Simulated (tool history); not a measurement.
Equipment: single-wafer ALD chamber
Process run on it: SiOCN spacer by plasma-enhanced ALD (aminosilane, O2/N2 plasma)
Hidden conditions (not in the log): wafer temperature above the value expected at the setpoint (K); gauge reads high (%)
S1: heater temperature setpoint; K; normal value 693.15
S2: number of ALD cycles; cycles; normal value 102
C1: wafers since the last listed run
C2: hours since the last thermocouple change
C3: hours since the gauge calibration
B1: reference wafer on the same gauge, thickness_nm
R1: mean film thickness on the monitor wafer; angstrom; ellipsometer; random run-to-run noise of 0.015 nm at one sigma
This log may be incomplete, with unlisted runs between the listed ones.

Run 1, hour 0: usual settings but S1 688.15 K; C1 0; C2 1261.6; C3 218.4; B1 5.133. Result: R1 60.74 angstrom.
Run 2, hour 18.1: usual settings but S1 688.15 K; C1 48; C2 1279.7; C3 236.5; B1 5.132. Result: R1 61.15 angstrom.
Run 3, hour 31.7: usual settings but S1 688.15 K; C1 36; C2 1293.3; C3 250.1; B1 5.13. Result: R1 60.76 angstrom.
Run 4, hour 53.1: usual settings; C1 57; C2 1314.7; C3 271.5; B1 5.135. Result: R1 59.77 angstrom.
Run 5, hour 72.3: usual settings; C1 51; C2 1333.9; C3 290.7; B1 5.129. Result: R1 59.76 angstrom.
Run 6, hour 87.5: usual settings; C1 41; C2 1349.1; C3 305.9; B1 5.128. Result: R1 59.91 angstrom.
Run 7, hour 120.3: usual settings but S2 111 cycles; C1 88; C2 1381.9; C3 338.7; B1 5.131. Result: R1 65.09 angstrom.
Run 8, hour 143.2: usual settings; C1 61; C2 1404.8; C3 361.6; B1 5.134. Result: R1 60.14 angstrom.
Run 9, hour 156.7: usual settings; C1 36; C2 1418.3; C3 375.1; B1 5.129. Result: R1 60.09 angstrom.
Run 10, hour 218.3: usual settings; C1 166; C2 1479.9; C3 436.7; B1 5.126. Result: R1 59.98 angstrom.
Run 11, hour 243.8: usual settings; C1 68; C2 1505.4; C3 462.2; B1 5.131. Result: R1 60.01 angstrom.
Run 12, hour 257: usual settings; C1 35; C2 1518.6; C3 475.4; B1 5.135. Result: R1 59.81 angstrom.
Run 13, hour 271.8: usual settings; C1 39; C2 1533.4; C3 490.2; B1 5.132. Result: R1 59.95 angstrom.
At hour 293.1: gauge calibrated.
Run 14, hour 299.8: usual settings; C1 75; C2 1561.4; C3 6.7; B1 5.135. Result: R1 59.7 angstrom.
Run 15, hour 329.4: usual settings; C1 79; C2 1591; C3 36.3; B1 5.128. Result: R1 59.83 angstrom.
Run 16, hour 344.5: usual settings but S1 687.15 K, S2 114 cycles; C1 40; C2 1606.1; C3 51.4; B1 5.13. Result: R1 68.27 angstrom.
Run 17, hour 368.5: usual settings but S1 708.15 K, S2 94 cycles; C1 64; C2 1630.1; C3 75.4; B1 5.129. Result: R1 52.12 angstrom.
Run 18, hour 400.5: usual settings; C1 86; C2 1662.1; C3 107.4; B1 5.138. Result: R1 59.79 angstrom.
Run 19, hour 423.7: usual settings; C1 62; C2 1685.3; C3 130.6; B1 5.125. Result: R1 59.72 angstrom.
Run 20, hour 456.1: usual settings but S1 701.15 K, S2 121 cycles; C1 87; C2 1717.7; C3 163; B1 5.13. Result: R1 68.87 angstrom.

Forecast run 21:
Run 21, hour 478.2: usual settings; C1 59; C2 1739.8; C3 185.1; B1 ?. Result: R1 ?.

{"run 21": {"B1": 5.128, "R1": 59.81}}
On a tool with no hidden condition, and with the same random variation, this run would have come out at R1 60.95 angstrom.
